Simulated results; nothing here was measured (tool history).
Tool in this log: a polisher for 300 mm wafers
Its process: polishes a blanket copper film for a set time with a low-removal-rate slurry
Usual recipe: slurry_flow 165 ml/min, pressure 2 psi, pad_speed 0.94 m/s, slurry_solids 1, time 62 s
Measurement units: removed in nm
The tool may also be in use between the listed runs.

run	hour	slurry_flow	pressure	pad_speed	slurry_solids	time	incoming thickness of the incoming film, nm	removed
1	0	165	2	0.94	1	49	909	111.5
# hour 3.6: slurry nozzle cleaned
2	71.5	165	2	0.94	1	62	894.8	141.7
# hour 83.2: slurry blender recalibrated
# hour 128: worn pad replaced by a new one
3	142	165	2	0.94	1	62	901.7	139.6
# hour 175.8: head pressure recalibrated
4	232.8	165	2	0.94	1	62	905.1	139.7
5	307.6	165	2	0.94	1	62	895.9	139.5
# hour 354.7: slurry blender recalibrated
6	355.2	165	2	0.94	1	62	894.7	142.2
# hour 409.6: worn pad replaced by a new one
7	499.5	165	2	0.78	1	62	912.7	123.8
8	550.2	165	2	0.94	1	62	904.3	141.4
# hour 598: slurry blender recalibrated
9	645.3	165	2	0.94	1	62	897.7	140
# hour 654.3: slurry nozzle cleaned
# hour 662.3: worn pad replaced by a new one
10	715.3	190	2	0.68	1.25	62	912.2	127.5
11	765.2	165	2	0.94	1	62	885.4	139.7
12	838.1	130	2	0.94	1	62	919.2	139.1
# hour 865.8: slurry blender recalibrated
# hour 898.9: worn pad replaced by a new one
13	918	165	2	1.22	1	75	910.1	197.2
# hour 958.8: head pressure recalibrated
14	988	165	2.5	0.72	0.85	41	905.6	97.1
15	1074	205	2.5	1.2	1	62	903	207.1
# hour 1101.3: slurry blender recalibrated
# hour 1146.6: worn pad replaced by a new one
16	1147.8	165	2	0.94	1.1	62	906.8	146.3
17	1207.1	165	2	0.94	1	62	901.2	142.5
18	1296.3	165	2	0.94	1	62	897.1	139.8

Branching from run 18: 3 alternative next runs. What would each branch give?
A	1296.7	165	1.6	0.94	1	62	902.4	?
B	1296.7	165	2	0.94	1	51	902.4	?
C	1296.7	115	1.5	0.94	1	52	902.4	?

run	removed
A	116.3
B	117.2
C	88.2
With the hidden condition removed and each run's random variation left untouched, the same runs would have given:
run	removed
A	116.3
B	117.2
C	88.2

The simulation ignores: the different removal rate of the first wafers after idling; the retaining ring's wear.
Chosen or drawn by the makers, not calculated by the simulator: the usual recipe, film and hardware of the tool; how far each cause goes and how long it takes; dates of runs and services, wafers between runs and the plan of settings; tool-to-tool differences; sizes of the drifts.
